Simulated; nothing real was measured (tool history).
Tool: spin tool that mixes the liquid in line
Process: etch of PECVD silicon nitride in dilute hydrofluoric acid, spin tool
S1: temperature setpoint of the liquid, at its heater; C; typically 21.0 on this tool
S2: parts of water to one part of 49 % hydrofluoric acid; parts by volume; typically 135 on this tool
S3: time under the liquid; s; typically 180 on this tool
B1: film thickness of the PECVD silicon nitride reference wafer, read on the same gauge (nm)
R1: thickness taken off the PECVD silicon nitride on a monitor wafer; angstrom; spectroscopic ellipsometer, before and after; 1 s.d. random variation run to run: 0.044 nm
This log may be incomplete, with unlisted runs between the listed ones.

| run | day | S1 | S2 | S3 | B1 | R1 |
|---|---|---|---|---|---|---|
| 1 | 0.000 | 21.0 | 135 | 180 | 90.002 | 47.20 |
| 2 | 2.329 | 21.0 | 135 | 180 | 89.969 | 48.08 |
| 3 | 3.971 | 23.0 | 115 | 180 | 90.041 | 63.91 |
| 4 | 5.233 | 21.0 | 135 | 180 | 89.977 | 47.28 |
| 5 | 7.608 | 21.0 | 135 | 180 | 90.043 | 47.53 |
| 6 | 10.317 | 21.0 | 135 | 180 | 90.038 | 47.60 |
| 7 | 13.312 | 21.0 | 135 | 180 | 90.019 | 46.91 |
| 8 | 14.921 | 21.0 | 135 | 180 | 89.934 | 47.38 |
| 9 | 23.017 | 23.5 | 135 | 215 | 90.049 | 66.03 |
|  | 23.183 | gauge calibrated |
| 10 | 25.650 | 21.0 | 135 | 230 | 90.031 | 58.31 |
| 11 | 27.862 | 21.0 | 135 | 180 | 90.010 | 46.70 |
|  | 35.233 | hydrofluoric acid flow meter replaced |
| 12 | 35.438 | 21.0 | 135 | 180 | 90.003 | 48.06 |
| 13 | 37.050 | 21.0 | 70 | 180 | 90.033 | 92.19 |
| 14 | 38.062 | 17.0 | 75 | 180 | 89.974 | 64.28 |
|  | 39.971 | thermometer replaced |
| 15 | 40.079 | 23.0 | 135 | 180 | 90.032 | 54.23 |
| 16 | 41.417 | 21.0 | 135 | 145 | 89.993 | 38.95 |
| 17 | 42.504 | 25.5 | 180 | 250 | 90.053 | 67.01 |
| 18 | 44.812 | 25.5 | 135 | 180 | 89.998 | 64.04 |
| 19 | 47.454 | 21.0 | 135 | 180 | 89.992 | 47.97 |
| 20 | 49.096 | 25.5 | 135 | 70 | 90.046 | 24.62 |
| 21 | 58.096 | 21.0 | 135 | 125 | 90.054 | 32.67 |
| 22 | 60.983 | 24.0 | 135 | 255 | 89.949 | 81.44 |

Below are 4 alternative next runs, each starting from the tool's condition after run 22. Predict each:
| A | 61.004 | 21.0 | 135 | 180 | ? | ? |
| B | 61.004 | 21.0 | 135 | 210 | ? | ? |
| C | 61.004 | 17.0 | 135 | 110 | ? | ? |
| D | 61.004 | 25.0 | 135 | 120 | ? | ? |

| run | B1 | R1 |
|---|---|---|
| A | 90.003 | 47.05 |
| B | 90.003 | 54.89 |
| C | 90.003 | 21.93 |
| D | 90.003 | 40.74 |
The same runs, with their run-to-run variation unchanged, on a tool lacking any hidden condition would have given:
| run | R1 |
|---|---|
| A | 48.11 |
| B | 56.12 |
| C | 22.42 |
| D | 41.67 |
